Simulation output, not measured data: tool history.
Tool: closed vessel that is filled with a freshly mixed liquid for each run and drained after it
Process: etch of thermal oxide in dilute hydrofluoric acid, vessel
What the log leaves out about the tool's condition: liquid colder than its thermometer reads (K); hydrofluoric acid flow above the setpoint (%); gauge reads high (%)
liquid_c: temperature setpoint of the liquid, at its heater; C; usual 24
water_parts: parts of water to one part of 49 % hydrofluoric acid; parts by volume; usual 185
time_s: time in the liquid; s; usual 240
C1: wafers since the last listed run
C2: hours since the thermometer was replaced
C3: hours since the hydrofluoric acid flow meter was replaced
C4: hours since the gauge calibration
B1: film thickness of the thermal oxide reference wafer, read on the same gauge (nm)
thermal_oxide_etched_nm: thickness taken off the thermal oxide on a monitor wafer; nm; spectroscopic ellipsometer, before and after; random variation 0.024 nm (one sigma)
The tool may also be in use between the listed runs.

run 1 day=0 | liquid_c=24 water_parts=230 time_s=240 | C1=0 C2=1025.9 C3=1896.7 C4=322.1 | B1=50.07 | thermal_oxide_etched_nm=4.56
run 2 day=2.671 | liquid_c=24 water_parts=230 time_s=240 | C1=4107 C2=1090 C3=1960.8 C4=386.2 | B1=50.1 | thermal_oxide_etched_nm=4.57
run 3 day=5.188 | liquid_c=24 water_parts=185 time_s=240 | C1=3870 C2=1150.4 C3=2021.2 C4=446.6 | B1=50.2 | thermal_oxide_etched_nm=5.96
run 4 day=7.292 | liquid_c=24 water_parts=185 time_s=240 | C1=3235 C2=1200.9 C3=2071.7 C4=497.1 | B1=50.23 | thermal_oxide_etched_nm=6
run 5 day=9.958 | liquid_c=24 water_parts=185 time_s=175 | C1=4100 C2=1264.9 C3=2135.7 C4=561.1 | B1=50.34 | thermal_oxide_etched_nm=4.32
run 6 day=12.121 | liquid_c=24 water_parts=185 time_s=240 | C1=3325 C2=1316.8 C3=2187.6 C4=613 | B1=50.33 | thermal_oxide_etched_nm=6
run 7 day=14.862 | liquid_c=24 water_parts=185 time_s=240 | C1=4216 C2=1382.6 C3=2253.4 C4=678.8 | B1=50.5 | thermal_oxide_etched_nm=5.98
run 8 day=17.058 | liquid_c=24 water_parts=185 time_s=240 | C1=3376 C2=1435.3 C3=2306.1 C4=731.5 | B1=50.57 | thermal_oxide_etched_nm=5.97
-- day=19.721 gauge calibrated
run 9 day=19.846 | liquid_c=24 water_parts=185 time_s=240 | C1=4286 C2=1502.2 C3=2373 C4=3 | B1=49.97 | thermal_oxide_etched_nm=5.95
run 10 day=21.562 | liquid_c=24 water_parts=185 time_s=240 | C1=2640 C2=1543.4 C3=2414.2 C4=44.2 | B1=49.89 | thermal_oxide_etched_nm=5.93
run 11 day=23.512 | liquid_c=24 water_parts=185 time_s=240 | C1=2998 C2=1590.2 C3=2461 C4=91 | B1=49.92 | thermal_oxide_etched_nm=5.99
run 12 day=26.221 | liquid_c=24 water_parts=185 time_s=240 | C1=4165 C2=1655.2 C3=2526 C4=156 | B1=49.96 | thermal_oxide_etched_nm=5.89
run 13 day=27.538 | liquid_c=22.5 water_parts=185 time_s=120 | C1=2024 C2=1686.8 C3=2557.6 C4=187.6 | B1=49.94 | thermal_oxide_etched_nm=2.8
-- day=27.979 hydrofluoric acid flow meter replaced
run 14 day=29.988 | liquid_c=26.5 water_parts=110 time_s=135 | C1=3703 C2=1745.6 C3=48.2 C4=246.4 | B1=50.03 | thermal_oxide_etched_nm=6.78
run 15 day=31.196 | liquid_c=24 water_parts=185 time_s=175 | C1=1858 C2=1774.6 C3=77.2 C4=275.4 | B1=50.03 | thermal_oxide_etched_nm=4.31
run 16 day=32.808 | liquid_c=24 water_parts=185 time_s=240 | C1=2479 C2=1813.3 C3=115.9 C4=314.1 | B1=50.04 | thermal_oxide_etched_nm=5.91
run 17 day=39.458 | liquid_c=22.5 water_parts=185 time_s=120 | C1=10226 C2=1972.9 C3=275.5 C4=473.7 | B1=50.19 | thermal_oxide_etched_nm=2.83
run 18 day=41.312 | liquid_c=28.5 water_parts=185 time_s=240 | C1=2851 C2=2017.4 C3=320 C4=518.2 | B1=50.23 | thermal_oxide_etched_nm=7.08
-- day=42.979 thermometer replaced
run 19 day=43.142 | liquid_c=27 water_parts=255 time_s=105 | C1=2748 C2=3.9 C3=363.9 C4=562.1 | B1=50.28 | thermal_oxide_etched_nm=1.95
run 20 day=45.021 | liquid_c=22.5 water_parts=250 time_s=180 | C1=2889 C2=49 C3=409 C4=607.2 | B1=50.4 | thermal_oxide_etched_nm=2.94

Run 21 comes next. What will it give?
run 21 day=47.058 | liquid_c=24 water_parts=140 time_s=240 | C1=3133 C2=97.9 C3=457.9 C4=656.1 | B1=? | thermal_oxide_etched_nm=?

{"run 21": {"B1": 50.43, "thermal_oxide_etched_nm": 8.29}}
The same run, on a tool lacking any hidden state, would have yielded thermal_oxide_etched_nm 8.22 nm.

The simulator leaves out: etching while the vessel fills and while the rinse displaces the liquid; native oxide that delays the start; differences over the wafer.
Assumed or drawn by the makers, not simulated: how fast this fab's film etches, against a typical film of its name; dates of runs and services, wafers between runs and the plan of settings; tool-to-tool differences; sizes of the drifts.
